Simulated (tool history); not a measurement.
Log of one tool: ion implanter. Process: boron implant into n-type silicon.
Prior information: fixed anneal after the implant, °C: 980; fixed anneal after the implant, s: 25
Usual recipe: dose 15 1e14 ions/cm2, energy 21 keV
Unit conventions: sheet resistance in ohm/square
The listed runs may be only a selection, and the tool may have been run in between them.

run,hour,dose,energy,wafers since the last listed run,hours since the last dose calibration,hours since the extraction supply was calibrated,hours since the gauge calibration,"read-back reference wafer on the same gauge, sheet resistance",sheet resistance
1,0,16.91,21,0,1963,5829.7,64.8,101,85.97
2,17.1,16.91,21,341,1980.1,5846.8,81.9,100.96,86.27
3,35,16.91,21,357,1998,5864.7,99.8,100.91,86.25
4,41.8,15,25,135,2004.8,5871.5,106.6,101.02,89.53
5,56.1,15,25,285,2019.1,5885.8,120.9,100.96,90.06
6,70.7,15,26.5,291,2033.7,5900.4,135.5,101.09,89.1
# hour 72: gauge calibrated
7,88.1,15,26.5,347,2051.1,5917.8,16.1,101.02,89
# hour 100.2: extraction supply calibrated
8,101.7,18.84,16,111,2064.7,1.5,29.7,100.99,88.39
9,116.5,13.85,17,295,2079.5,16.3,44.5,101.07,100.81
# hour 126.6: Faraday cup replaced and dose calibrated
10,131.7,15,18,143,5.1,31.5,59.7,100.98,95.44
11,144.7,17.35,15.5,259,18.1,44.5,72.7,101.02,92.62
12,152.2,13.66,24,149,25.6,52,80.2,100.98,96.26
13,170.2,16.42,17,359,43.6,70,98.2,101.05,92.26
14,178.8,15,21,171,52.2,78.6,106.8,101,92.37

Forecast each of these 3 alternatives for the next run:
A,179.2,15,14,7,52.6,79,107.2,?,?
B,179.2,17.06,17,7,52.6,79,107.2,?,?
C,179.2,17.33,14,7,52.6,79,107.2,?,?

run,"read-back reference wafer on the same gauge, sheet resistance",sheet resistance
A,101.04,102.01
B,101.04,90.67
C,101.04,96
With the hidden condition removed and each run's random variation left untouched, the same runs would have given:
run,sheet resistance
A,102.01
B,90.67
C,96
